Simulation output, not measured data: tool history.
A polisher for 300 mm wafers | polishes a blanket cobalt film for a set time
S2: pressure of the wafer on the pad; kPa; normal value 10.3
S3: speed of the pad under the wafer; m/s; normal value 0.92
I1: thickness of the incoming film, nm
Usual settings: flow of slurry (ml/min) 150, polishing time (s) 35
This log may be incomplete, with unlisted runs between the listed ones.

run 1 hour=0 | flow_of_slurry_(ml/min)=150 S2=10.3 S3=0.7 polishing_time_(s)=35 | I1=1608.8 | film_removed_(Å)=1056
run 2 hour=57.1 | flow_of_slurry_(ml/min)=150 S2=10.3 S3=0.7 polishing_time_(s)=35 | I1=1568.1 | film_removed_(Å)=1051
run 3 hour=120.4 | flow_of_slurry_(ml/min)=150 S2=10.3 S3=0.92 polishing_time_(s)=35 | I1=1610.9 | film_removed_(Å)=1368
run 4 hour=179.9 | flow_of_slurry_(ml/min)=150 S2=10.3 S3=0.92 polishing_time_(s)=35 | I1=1607 | film_removed_(Å)=1365
run 5 hour=253.7 | flow_of_slurry_(ml/min)=150 S2=10.3 S3=0.92 polishing_time_(s)=35 | I1=1573.8 | film_removed_(Å)=1374
run 6 hour=313.4 | flow_of_slurry_(ml/min)=150 S2=13.1 S3=0.92 polishing_time_(s)=35 | I1=1594.7 | film_removed_(Å)=1632
-- hour=324.1 head pressure recalibrated
-- hour=350.8 slurry nozzle cleaned
run 7 hour=354.1 | flow_of_slurry_(ml/min)=150 S2=13.1 S3=0.92 polishing_time_(s)=35 | I1=1622.2 | film_removed_(Å)=1565
-- hour=381.5 worn pad replaced by a new one
run 8 hour=439.3 | flow_of_slurry_(ml/min)=150 S2=13.1 S3=0.92 polishing_time_(s)=35 | I1=1605.4 | film_removed_(Å)=1548
run 9 hour=521.7 | flow_of_slurry_(ml/min)=150 S2=10.3 S3=0.78 polishing_time_(s)=35 | I1=1578.1 | film_removed_(Å)=1097
run 10 hour=592.4 | flow_of_slurry_(ml/min)=125 S2=10.3 S3=0.92 polishing_time_(s)=35 | I1=1620.2 | film_removed_(Å)=1258
run 11 hour=648.5 | flow_of_slurry_(ml/min)=150 S2=10.3 S3=0.74 polishing_time_(s)=35 | I1=1602.8 | film_removed_(Å)=1028
run 12 hour=692.9 | flow_of_slurry_(ml/min)=150 S2=10.3 S3=0.92 polishing_time_(s)=35 | I1=1607.6 | film_removed_(Å)=1265
-- hour=785.2 head pressure recalibrated, repeated, since the last time left the tool worse
run 13 hour=786.7 | flow_of_slurry_(ml/min)=115 S2=10.3 S3=0.8 polishing_time_(s)=45 | I1=1594.2 | film_removed_(Å)=1546
-- hour=797.2 worn pad replaced by a new one
-- hour=805.1 slurry nozzle cleaned
run 14 hour=843.4 | flow_of_slurry_(ml/min)=150 S2=10.3 S3=0.92 polishing_time_(s)=35 | I1=1592.7 | film_removed_(Å)=1422
run 15 hour=1146.3 | flow_of_slurry_(ml/min)=150 S2=10.3 S3=0.92 polishing_time_(s)=35 | I1=1590.7 | film_removed_(Å)=1371
run 16 hour=1188.4 | flow_of_slurry_(ml/min)=150 S2=11 S3=0.6 polishing_time_(s)=44 | I1=1570.3 | film_removed_(Å)=1180
-- hour=1252.1 slurry nozzle cleaned
-- hour=1289.9 worn pad replaced by a new one
-- hour=1450.8 head pressure recalibrated
run 17 hour=1497.3 | flow_of_slurry_(ml/min)=100 S2=9 S3=0.68 polishing_time_(s)=35 | I1=1606.1 | film_removed_(Å)=913
run 18 hour=1545.7 | flow_of_slurry_(ml/min)=190 S2=10.3 S3=0.92 polishing_time_(s)=25 | I1=1593.2 | film_removed_(Å)=1027
run 19 hour=1603.8 | flow_of_slurry_(ml/min)=150 S2=10.3 S3=1.06 polishing_time_(s)=31 | I1=1603.6 | film_removed_(Å)=1455
-- hour=1628.8 slurry nozzle cleaned
-- hour=1668.9 worn pad replaced by a new one
run 20 hour=1882.5 | flow_of_slurry_(ml/min)=100 S2=7.6 S3=1.16 polishing_time_(s)=35 | I1=1606.1 | film_removed_(Å)=1351
run 21 hour=1967 | flow_of_slurry_(ml/min)=150 S2=10.3 S3=1.06 polishing_time_(s)=31 | I1=1611.3 | film_removed_(Å)=1400
run 22 hour=2024.1 | flow_of_slurry_(ml/min)=150 S2=10.3 S3=0.92 polishing_time_(s)=35 | I1=1598.1 | film_removed_(Å)=1386
-- hour=2090.9 slurry nozzle cleaned
run 23 hour=2112.4 | flow_of_slurry_(ml/min)=150 S2=10.3 S3=1.22 polishing_time_(s)=35 | I1=1578.8 | film_removed_(Å)=1844
-- hour=2133.7 worn pad replaced by a new one
run 24 hour=2159.8 | flow_of_slurry_(ml/min)=150 S2=10.3 S3=0.92 polishing_time_(s)=35 | I1=1620.7 | film_removed_(Å)=1365

List, for all runs, the conditions of the tool that the log does not record:
removal rate lost through wear of the pad, %: 0 on each run
slurry flow missing at the pad, %: 0 on each run
H1: deviation of the head's pressure from its setpoint, %
run=1 H1=-5.63
run=2 H1=-5.79
run=3 H1=-5.93
run=4 H1=-6.03
run=5 H1=-6.13
run=6 H1=-6.18
run=7 H1=-11.3
run=8 H1=-12.9
run=9 H1=-13.9
run=10 H1=-14.6
run=11 H1=-15
run=12 H1=-15.2
run=13 H1=0.154
run=14 H1=-1.07
run=15 H1=-4.38
run=16 H1=-4.59
run=17 H1=-1.76
run=18 H1=-2.65
run=19 H1=-3.5
run=20 H1=-5.64
run=21 H1=-5.93
run=22 H1=-6.07
run=23 H1=-6.24
run=24 H1=-6.31

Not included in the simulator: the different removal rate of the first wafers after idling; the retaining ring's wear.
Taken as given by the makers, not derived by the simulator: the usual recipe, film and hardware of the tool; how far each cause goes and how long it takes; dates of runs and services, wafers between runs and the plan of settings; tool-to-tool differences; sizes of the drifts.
